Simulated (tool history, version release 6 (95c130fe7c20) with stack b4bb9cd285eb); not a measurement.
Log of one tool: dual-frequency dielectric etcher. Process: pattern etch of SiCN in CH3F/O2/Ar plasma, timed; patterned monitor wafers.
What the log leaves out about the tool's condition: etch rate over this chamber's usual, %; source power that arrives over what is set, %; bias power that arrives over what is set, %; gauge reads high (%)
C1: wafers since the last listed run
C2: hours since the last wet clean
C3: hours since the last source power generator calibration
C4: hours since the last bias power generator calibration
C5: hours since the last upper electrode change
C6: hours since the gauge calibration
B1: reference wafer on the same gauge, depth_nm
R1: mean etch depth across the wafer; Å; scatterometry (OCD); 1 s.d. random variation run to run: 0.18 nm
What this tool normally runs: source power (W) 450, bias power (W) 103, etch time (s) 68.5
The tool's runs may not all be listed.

{"run": 1, "hour": 0.0, "source power (W)": 450, "bias power (W)": 103, "etch time (s)": 68.5, "C1": 0, "C2": 304.7, "C3": 3511.1, "C4": 2213.3, "C5": 2585.9, "C6": 1226.4, "B1": 25.37, "R1": 297.5}
{"run": 2, "hour": 42.0, "source power (W)": 450, "bias power (W)": 103, "etch time (s)": 68.5, "C1": 354, "C2": 346.7, "C3": 3553.1, "C4": 2255.3, "C5": 2627.9, "C6": 1268.4, "B1": 25.43, "R1": 297.6}
{"hour": 80.8, "done": "gauge calibrated"}
{"hour": 165.2, "done": "wet clean of the chamber"}
{"run": 3, "hour": 165.7, "source power (W)": 450, "bias power (W)": 103, "etch time (s)": 68.5, "C1": 840, "C2": 0.5, "C3": 3676.8, "C4": 2379.0, "C5": 2751.6, "C6": 84.9, "B1": 25.37, "R1": 316.2}
{"run": 4, "hour": 215.9, "source power (W)": 450, "bias power (W)": 103, "etch time (s)": 68.5, "C1": 423, "C2": 50.7, "C3": 3727.0, "C4": 2429.2, "C5": 2801.8, "C6": 135.1, "B1": 25.4, "R1": 316.8}
{"run": 5, "hour": 279.6, "source power (W)": 450, "bias power (W)": 103, "etch time (s)": 68.5, "C1": 537, "C2": 114.4, "C3": 3790.7, "C4": 2492.9, "C5": 2865.5, "C6": 198.8, "B1": 25.42, "R1": 314.2}
{"run": 6, "hour": 321.4, "source power (W)": 450, "bias power (W)": 103, "etch time (s)": 68.5, "C1": 352, "C2": 156.2, "C3": 3832.5, "C4": 2534.7, "C5": 2907.3, "C6": 240.6, "B1": 25.4, "R1": 314.7}
{"run": 7, "hour": 426.4, "source power (W)": 450, "bias power (W)": 103, "etch time (s)": 68.5, "C1": 885, "C2": 261.2, "C3": 3937.5, "C4": 2639.7, "C5": 3012.3, "C6": 345.6, "B1": 25.36, "R1": 314.8}
{"run": 8, "hour": 473.3, "source power (W)": 450, "bias power (W)": 110, "etch time (s)": 68.5, "C1": 395, "C2": 308.1, "C3": 3984.4, "C4": 2686.6, "C5": 3059.2, "C6": 392.5, "B1": 25.32, "R1": 319.6}
{"hour": 516.7, "done": "wet clean of the chamber, repeated, since the last time left the tool worse"}
{"run": 9, "hour": 539.6, "source power (W)": 450, "bias power (W)": 110, "etch time (s)": 68.5, "C1": 356, "C2": 22.9, "C3": 4050.7, "C4": 2752.9, "C5": 3125.5, "C6": 458.8, "B1": 25.45, "R1": 312.8}
{"run": 10, "hour": 627.8, "source power (W)": 420, "bias power (W)": 103, "etch time (s)": 68.5, "C1": 743, "C2": 111.1, "C3": 4138.9, "C4": 2841.1, "C5": 3213.7, "C6": 547.0, "B1": 25.41, "R1": 296.7}
{"run": 11, "hour": 730.6, "source power (W)": 420, "bias power (W)": 103, "etch time (s)": 68.5, "C1": 866, "C2": 213.9, "C3": 4241.7, "C4": 2943.9, "C5": 3316.5, "C6": 649.8, "B1": 25.36, "R1": 292.2}
{"run": 12, "hour": 767.2, "source power (W)": 450, "bias power (W)": 103, "etch time (s)": 68.5, "C1": 308, "C2": 250.5, "C3": 4278.3, "C4": 2980.5, "C5": 3353.1, "C6": 686.4, "B1": 25.4, "R1": 301.9}
{"run": 13, "hour": 836.8, "source power (W)": 450, "bias power (W)": 103, "etch time (s)": 68.5, "C1": 586, "C2": 320.1, "C3": 4347.9, "C4": 3050.1, "C5": 3422.7, "C6": 756.0, "B1": 25.41, "R1": 299.8}
{"run": 14, "hour": 921.9, "source power (W)": 560, "bias power (W)": 81, "etch time (s)": 79.5, "C1": 717, "C2": 405.2, "C3": 4433.0, "C4": 3135.2, "C5": 3507.8, "C6": 841.1, "B1": 25.36, "R1": 327.8}
{"run": 15, "hour": 983.7, "source power (W)": 450, "bias power (W)": 103, "etch time (s)": 68.5, "C1": 521, "C2": 467.0, "C3": 4494.8, "C4": 3197.0, "C5": 3569.6, "C6": 902.9, "B1": 25.44, "R1": 296.6}
{"hour": 998.8, "done": "source power generator calibrated"}
{"hour": 1062.3, "done": "wet clean of the chamber"}
{"run": 16, "hour": 1062.8, "source power (W)": 360, "bias power (W)": 103, "etch time (s)": 68.5, "C1": 430, "C2": 0.5, "C3": 64.0, "C4": 3276.1, "C5": 3648.7, "C6": 982.0, "B1": 25.36, "R1": 281.4}
{"run": 17, "hour": 1126.9, "source power (W)": 450, "bias power (W)": 103, "etch time (s)": 68.5, "C1": 540, "C2": 64.6, "C3": 128.1, "C4": 3340.2, "C5": 3712.8, "C6": 1046.1, "B1": 25.38, "R1": 305.5}
{"run": 18, "hour": 1166.9, "source power (W)": 450, "bias power (W)": 103, "etch time (s)": 68.5, "C1": 337, "C2": 104.6, "C3": 168.1, "C4": 3380.2, "C5": 3752.8, "C6": 1086.1, "B1": 25.39, "R1": 304.9}
{"run": 19, "hour": 1230.2, "source power (W)": 450, "bias power (W)": 103, "etch time (s)": 68.5, "C1": 533, "C2": 167.9, "C3": 231.4, "C4": 3443.5, "C5": 3816.1, "C6": 1149.4, "B1": 25.39, "R1": 302.8}
{"hour": 1238.1, "done": "bias power generator calibrated"}
{"run": 20, "hour": 1304.4, "source power (W)": 520, "bias power (W)": 78, "etch time (s)": 50.0, "C1": 591, "C2": 242.1, "C3": 305.6, "C4": 66.3, "C5": 3890.3, "C6": 1223.6, "B1": 25.39, "R1": 201.1}
{"hour": 1330.3, "done": "upper electrode replaced"}
{"hour": 1360.0, "done": "gauge calibrated"}
{"run": 21, "hour": 1372.3, "source power (W)": 450, "bias power (W)": 103, "etch time (s)": 68.5, "C1": 370, "C2": 310.0, "C3": 373.5, "C4": 134.2, "C5": 42.0, "C6": 12.3, "B1": 25.41, "R1": 299.6}
{"run": 22, "hour": 1468.7, "source power (W)": 450, "bias power (W)": 93, "etch time (s)": 68.5, "C1": 812, "C2": 406.4, "C3": 469.9, "C4": 230.6, "C5": 138.4, "C6": 108.7, "B1": 25.44, "R1": 281.1}
{"hour": 1501.6, "done": "wet clean of the chamber"}
{"run": 23, "hour": 1534.9, "source power (W)": 540, "bias power (W)": 103, "etch time (s)": 68.5, "C1": 355, "C2": 33.3, "C3": 536.1, "C4": 296.8, "C5": 204.6, "C6": 174.9, "B1": 25.37, "R1": 323.9}
{"run": 24, "hour": 1583.7, "source power (W)": 380, "bias power (W)": 103, "etch time (s)": 56.0, "C1": 411, "C2": 82.1, "C3": 584.9, "C4": 345.6, "C5": 253.4, "C6": 223.7, "B1": 25.29, "R1": 233.7}
{"run": 25, "hour": 1650.0, "source power (W)": 450, "bias power (W)": 119, "etch time (s)": 82.5, "C1": 559, "C2": 148.4, "C3": 651.2, "C4": 411.9, "C5": 319.7, "C6": 290.0, "B1": 25.33, "R1": 390.8}
{"run": 26, "hour": 1697.0, "source power (W)": 370, "bias power (W)": 117, "etch time (s)": 49.0, "C1": 396, "C2": 195.4, "C3": 698.2, "C4": 458.9, "C5": 366.7, "C6": 337.0, "B1": 25.33, "R1": 217.8}
{"run": 27, "hour": 1747.8, "source power (W)": 450, "bias power (W)": 103, "etch time (s)": 68.5, "C1": 428, "C2": 246.2, "C3": 749.0, "C4": 509.7, "C5": 417.5, "C6": 387.8, "B1": 25.44, "R1": 301.9}
{"run": 28, "hour": 1808.8, "source power (W)": 490, "bias power (W)": 103, "etch time (s)": 53.0, "C1": 514, "C2": 307.2, "C3": 810.0, "C4": 570.7, "C5": 478.5, "C6": 448.8, "B1": 25.39, "R1": 237.4}

Hidden state, per run?
source power that arrives over what is set, %: 0, the same for each run
bias power that arrives over what is set, %: 0, the same for each run
gauge reads high (%): 0, the same for each run
H1: etch rate over this chamber's usual, %
run=1 H1=-1.87
run=2 H1=-2.08
run=3 H1=4.25
run=4 H1=4
run=5 H1=3.68
run=6 H1=3.47
run=7 H1=2.95
run=8 H1=2.72
run=9 H1=-0.359
run=10 H1=-0.798
run=11 H1=-1.31
run=12 H1=-1.49
run=13 H1=-1.84
run=14 H1=-2.26
run=15 H1=-2.57
run=16 H1=-0.0381
run=17 H1=-0.357
run=18 H1=-0.557
run=19 H1=-0.872
run=20 H1=-1.24
run=21 H1=-1.58
run=22 H1=-2.06
run=23 H1=0.0157
run=24 H1=-0.227
run=25 H1=-0.558
run=26 H1=-0.792
run=27 H1=-1.04
run=28 H1=-1.35

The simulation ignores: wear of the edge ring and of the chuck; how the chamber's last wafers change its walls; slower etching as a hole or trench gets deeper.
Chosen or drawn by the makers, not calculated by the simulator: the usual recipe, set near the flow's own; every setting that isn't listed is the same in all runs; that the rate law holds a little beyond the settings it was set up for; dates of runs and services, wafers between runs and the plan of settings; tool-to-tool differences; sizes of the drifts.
